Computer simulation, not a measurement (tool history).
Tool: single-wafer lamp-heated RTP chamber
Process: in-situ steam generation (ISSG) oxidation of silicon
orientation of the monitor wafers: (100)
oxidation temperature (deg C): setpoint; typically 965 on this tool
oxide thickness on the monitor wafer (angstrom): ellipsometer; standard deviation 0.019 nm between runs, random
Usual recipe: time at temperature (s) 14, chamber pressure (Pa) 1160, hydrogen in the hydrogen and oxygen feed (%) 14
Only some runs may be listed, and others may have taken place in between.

run,day,oxidation temperature (deg C),time at temperature (s),chamber pressure (Pa),hydrogen in the hydrogen and oxygen feed (%),wafers since the last listed run,wafers since the last pyrometer calibration,hours since the pressure gauge was zeroed,hours since the hydrogen flow controller was replaced,hours since the gauge calibration,"read-back reference wafer on the same gauge, thickness",oxide thickness on the monitor wafer (angstrom)
1,0,972,14,1160,14,0,2117,1059.3,3181.6,462.8,4.188,39.83
2,1.283,965,17,1160,14,421,2539,1090.1,3212.4,493.6,4.193,42.1
3,2.092,965,17,1160,14,265,2805,1109.5,3231.8,513,4.188,42.32
4,2.742,965,14,1160,14,213,3018,1125.1,3247.4,528.6,4.19,39.07
5,3.433,965,14,1160,14,227,3246,1141.7,3264,545.2,4.19,38.75
6,4.708,965,14,1160,14,419,3665,1172.3,3294.6,575.8,4.185,39.07
7,5.375,965,14,1160,14,219,3884,1188.3,3310.6,591.8,4.188,39.3
8,6.521,965,14,1160,14,376,4261,1215.8,3338.1,619.3,4.189,39.36
9,7.075,965,14,1160,14,182,4443,1229.1,3351.4,632.6,4.189,39.27
# day 7.296: gauge calibrated
10,7.992,965,14,1160,14,301,4744,1251.1,3373.4,16.7,4.19,39.06
11,9.271,965,14,1160,14,420,5164,1281.8,3404.1,47.4,4.188,39.57
# day 9.712: pyrometer window cleaned and pyrometer calibrated
# day 9.846: hydrogen flow controller replaced
12,10.521,975,14,1160,14,257,221,1311.8,16.2,77.4,4.191,39.49
13,11.971,949,12,1160,14,476,698,1346.6,51,112.2,4.189,34.71
14,12.996,981,11,1160,17,336,1035,1371.2,75.6,136.8,4.188,37.95
15,14.233,965,11,1160,14,406,1441,1400.9,105.3,166.5,4.192,34.9
16,14.767,977,19,1160,22,175,1617,1413.7,118.1,179.3,4.188,50.3
# day 15.179: pressure gauge zeroed
17,15.792,965,14,1160,14,227,1844,14.7,142.7,203.9,4.188,38.23
18,17.171,965,14,1160,14,453,2297,47.8,175.8,237,4.188,38.77
19,17.771,965,14,1160,14,197,2495,62.2,190.2,251.4,4.19,38.49
20,19.117,965,16,1160,14,442,2937,94.5,222.5,283.7,4.192,40.6
21,20.454,965,9,1360,18,439,3377,126.6,254.6,315.8,4.194,34.04
22,21.771,965,14,1160,14,432,3809,158.2,286.2,347.4,4.189,39.05
23,23.062,965,17,1107,11,424,4234,189.2,317.2,378.4,4.189,40.3
24,24.354,953,12,1293,11,424,4658,220.2,348.2,409.4,4.192,33.66
25,25.233,950,10,1160,14,288,4947,241.3,369.3,430.5,4.191,33.01
26,26.425,965,14,1160,22,391,5339,269.9,397.9,459.1,4.191,43.63
27,27.188,965,14,1160,14,250,5590,288.2,416.2,477.4,4.193,39.78
28,27.804,965,10,1160,11,202,5792,303,431,492.2,4.192,33.02
29,28.6,960,9,1160,14,261,6054,322.1,450.1,511.3,4.189,32.66
# day 29.071: pyrometer window cleaned and pyrometer calibrated
30,29.967,965,14,1160,14,339,294,354.9,482.9,544.1,4.191,38.62
31,30.925,965,14,1160,14,314,609,377.9,505.9,567.1,4.188,38.36

Forecast each of these 4 alternatives for the next run:
A,30.942,965,14,1160,14,5,614,378.3,506.3,567.5,?,?
B,30.942,965,9,1293,14,5,614,378.3,506.3,567.5,?,?
C,30.942,949,14,1160,14,5,614,378.3,506.3,567.5,?,?
D,30.942,965,20,1160,20,5,614,378.3,506.3,567.5,?,?

run,"read-back reference wafer on the same gauge, thickness",oxide thickness on the monitor wafer (angstrom)
A,4.184,38.25
B,4.184,31.74
C,4.184,36.64
D,4.184,48.03
Had the tool no hidden state, the same runs would have come out as:
run,oxide thickness on the monitor wafer (angstrom)
A,38.23
B,31.73
C,36.63
D,48.01

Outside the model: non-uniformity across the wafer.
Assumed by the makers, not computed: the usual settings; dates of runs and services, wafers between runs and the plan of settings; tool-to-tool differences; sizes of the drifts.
